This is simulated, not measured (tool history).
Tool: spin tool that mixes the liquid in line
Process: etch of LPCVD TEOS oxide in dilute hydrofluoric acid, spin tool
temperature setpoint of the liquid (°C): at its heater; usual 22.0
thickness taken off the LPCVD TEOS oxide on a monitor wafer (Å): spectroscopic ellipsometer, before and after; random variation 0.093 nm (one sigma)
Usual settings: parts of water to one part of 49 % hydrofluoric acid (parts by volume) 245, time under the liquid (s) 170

run,hour,temperature setpoint of the liquid (°C),parts of water to one part of 49 % hydrofluoric acid (parts by volume),time under the liquid (s),wafers since the last listed run,hours since the thermometer was replaced,hours since the hydrofluoric acid flow meter was replaced,hours since the gauge calibration,"read-back film thickness of the LPCVD TEOS oxide reference wafer, read on the same gauge (nm)",thickness taken off the LPCVD TEOS oxide on a monitor wafer (Å)
1,0.0,22.0,245,170,0,328.2,129.6,943.7,99.98,97.6
2,61.4,22.0,245,170,321,389.6,191.0,1005.1,99.98,96.9
3,129.5,22.0,245,170,356,457.7,259.1,1073.2,100.01,97.2
4,236.4,22.0,245,170,559,564.6,366.0,1180.1,99.99,95.4
5,300.6,23.0,245,170,335,628.8,430.2,1244.3,100.02,101.7
6,365.5,23.0,245,170,339,693.7,495.1,1309.2,100.01,99.3
# hour 472.2: thermometer replaced
7,540.5,22.0,245,170,909,68.3,670.1,1484.2,100.01,94.5
8,596.9,22.0,245,170,294,124.7,726.5,1540.6,99.98,97.6
9,652.9,22.0,280,170,292,180.7,782.5,1596.6,100.01,80.9
10,712.0,22.0,280,170,309,239.8,841.6,1655.7,99.98,82.1
11,815.4,25.0,205,145,540,343.2,945.0,1759.1,99.99,116.9
12,898.5,25.5,300,200,434,426.3,1028.1,1842.2,99.95,99.7
13,969.5,22.0,175,170,371,497.3,1099.1,1913.2,100.01,145.2
# hour 1004.5: gauge calibrated
14,1041.1,22.0,245,170,374,568.9,1170.7,36.6,100.01,96.9
15,1088.9,22.0,245,170,249,616.7,1218.5,84.4,100.00,96.0
# hour 1096.8: thermometer replaced
# hour 1100.0: hydrofluoric acid flow meter replaced
16,1180.1,23.5,280,125,466,83.3,80.1,175.6,100.00,64.3
17,1275.7,22.0,245,170,499,178.9,175.7,271.2,100.01,96.3

Run 18 comes next. What will it give?
18,1355.9,22.0,245,170,419,259.1,255.9,351.4,?,?

read-back film thickness of the LPCVD TEOS oxide reference wafer, read on the same gauge (nm): 99.99
thickness taken off the LPCVD TEOS oxide on a monitor wafer (Å): 97.5
Without the tool's hidden state the same run would have given thickness taken off the LPCVD TEOS oxide on a monitor wafer (Å) 97.5.
